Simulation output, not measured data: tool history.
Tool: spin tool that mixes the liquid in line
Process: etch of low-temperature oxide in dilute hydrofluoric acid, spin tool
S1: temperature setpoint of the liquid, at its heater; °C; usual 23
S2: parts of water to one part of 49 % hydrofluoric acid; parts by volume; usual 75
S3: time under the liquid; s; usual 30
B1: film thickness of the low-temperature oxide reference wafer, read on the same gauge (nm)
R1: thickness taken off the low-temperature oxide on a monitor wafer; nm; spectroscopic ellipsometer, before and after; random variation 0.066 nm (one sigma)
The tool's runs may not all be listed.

Run 1, hour 0: usual settings but S1 21.5 °C, S2 85 parts by volume; B1 49.99. Result: R1 7.71 nm.
Run 2, hour 42.6: usual settings but S1 21.5 °C, S2 85 parts by volume; B1 50. Result: R1 7.64 nm.
Run 3, hour 105.8: usual settings but S1 21.5 °C, S2 85 parts by volume; B1 49.99. Result: R1 7.66 nm.
Run 4, hour 184.9: usual settings but S1 26 °C; B1 50. Result: R1 10.63 nm.
Run 5, hour 287.9: usual settings but S1 26 °C; B1 50.01. Result: R1 10.58 nm.
Run 6, hour 350.2: usual settings but S1 26 °C; B1 50.01. Result: R1 10.8 nm.
Run 7, hour 425.6: usual settings but S1 20.5 °C, S2 105 parts by volume; B1 50. Result: R1 5.94 nm.
At hour 482.6: hydrofluoric acid flow meter replaced.
Run 8, hour 496.4: usual settings but S1 20.5 °C, S2 105 parts by volume; B1 50.01. Result: R1 5.93 nm.
Run 9, hour 588.5: usual settings but S1 20.5 °C, S2 105 parts by volume; B1 50. Result: R1 5.88 nm.
Run 10, hour 688.5: usual settings; B1 50. Result: R1 9.76 nm.
At hour 698.8: gauge calibrated.
Run 11, hour 737.6: usual settings; B1 49.98. Result: R1 9.51 nm.
Run 12, hour 811.6: usual settings; B1 50.02. Result: R1 9.72 nm.
Run 13, hour 903: usual settings; B1 50. Result: R1 9.76 nm.
Run 14, hour 984.5: usual settings but S1 25 °C, S2 45 parts by volume, S3 45 s; B1 49.99. Result: R1 27.65 nm.
At hour 1005.1: hydrofluoric acid flow meter replaced.
Run 15, hour 1044: usual settings but S1 27.5 °C, S2 50 parts by volume, S3 20 s; B1 50.01. Result: R1 12.17 nm.
At hour 1089.3: thermometer replaced.
Run 16, hour 1118.1: usual settings but S1 24.5 °C, S3 40 s; B1 50.01. Result: R1 12.64 nm.
Run 17, hour 1165.1: usual settings but S2 90 parts by volume; B1 50. Result: R1 7.4 nm.
Run 18, hour 1227.2: usual settings but S1 20 °C, S2 35 parts by volume, S3 25 s; B1 50.01. Result: R1 14.9 nm.
Run 19, hour 1333.3: usual settings; B1 49.99. Result: R1 9.16 nm.
Run 20, hour 1437.7: usual settings but S1 26.5 °C, S2 60 parts by volume, S3 20 s; B1 50.01. Result: R1 8.93 nm.

4 ways to go on from here, each from the tool as it stands after run 20. What would each give?
Run A, hour 1438.1: usual settings; B1 ?. Result: R1 ?.
Run B, hour 1438.1: usual settings but S1 20 °C, S2 60 parts by volume, S3 45 s; B1 ?. Result: R1 ?.
Run C, hour 1438.1: usual settings but S1 21.5 °C; B1 ?. Result: R1 ?.
Run D, hour 1438.1: usual settings but S3 35 s; B1 ?. Result: R1 ?.

run     B1     R1
  A  49.98   9.14
  B  49.98  15.43
  C  49.98    8.6
  D  49.98  10.66
Without the tool's hidden state the same runs would have given:
run     R1
  A   8.82
  B  14.87
  C   8.29
  D  10.28
